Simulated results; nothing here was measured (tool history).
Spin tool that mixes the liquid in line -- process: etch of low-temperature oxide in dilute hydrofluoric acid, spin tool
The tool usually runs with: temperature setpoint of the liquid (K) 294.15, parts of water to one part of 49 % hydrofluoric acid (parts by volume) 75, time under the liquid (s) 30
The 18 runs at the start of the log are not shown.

run,hour,temperature setpoint of the liquid (K),parts of water to one part of 49 % hydrofluoric acid (parts by volume),time under the liquid (s),wafers since the last listed run,hours since the thermometer was replaced,hours since the hydrofluoric acid flow meter was replaced,hours since the gauge calibration,"read-back film thickness of the low-temperature oxide reference wafer, read on the same gauge (nm)",thickness taken off the low-temperature oxide on a monitor wafer (nm)
19,1236.1,294.15,35,30,886,310.6,433.3,962.4,126.52,16.08
20,1307.0,294.15,75,30,1026,381.5,504.2,1033.3,126.24,7.15
21,1403.4,294.15,75,30,1395,477.9,600.6,1129.7,125.89,7.04
22,1468.0,290.15,75,40,935,542.5,665.2,1194.3,125.64,8.10
23,1512.6,294.15,75,30,645,587.1,709.8,1238.9,125.50,7.15
24,1587.6,298.15,95,20,1085,662.1,784.8,1313.9,125.21,4.29
25,1665.1,291.65,55,30,1122,739.6,862.3,1391.4,124.90,8.89
26,1835.6,294.15,75,30,2468,910.1,1032.8,1561.9,124.25,7.08
27,1921.0,290.15,60,20,1236,995.5,1118.2,1647.3,123.97,4.95
28,1973.4,291.15,45,15,758,1047.9,1170.6,1699.7,123.75,5.35
29,2046.9,294.15,75,50,1064,1121.4,1244.1,1773.2,123.45,11.71
30,2110.1,298.15,75,30,915,1184.6,1307.3,1836.4,123.25,8.25
31,2214.9,294.15,75,30,1517,1289.4,1412.1,1941.2,122.85,6.89
32,2278.4,294.15,75,30,919,1352.9,1475.6,2004.7,122.62,6.92
33,2410.1,294.15,75,30,1907,1484.6,1607.3,2136.4,122.13,6.94

Consider 3 possible next runs. They are alternatives, not a sequence: every one starts from the tool as it was left by run 33. What does each give?
A,2410.5,294.15,110,30,5,1485.0,1607.7,2136.8,?,?
B,2410.5,294.15,65,15,5,1485.0,1607.7,2136.8,?,?
C,2410.5,296.65,35,20,5,1485.0,1607.7,2136.8,?,?

run,"read-back film thickness of the low-temperature oxide reference wafer, read on the same gauge (nm)",thickness taken off the low-temperature oxide on a monitor wafer (nm)
A,122.11,4.53
B,122.11,4.04
C,122.11,11.54
With no hidden state in the tool, these same runs would have given:
run,thickness taken off the low-temperature oxide on a monitor wafer (nm)
A,4.83
B,4.30
C,12.29
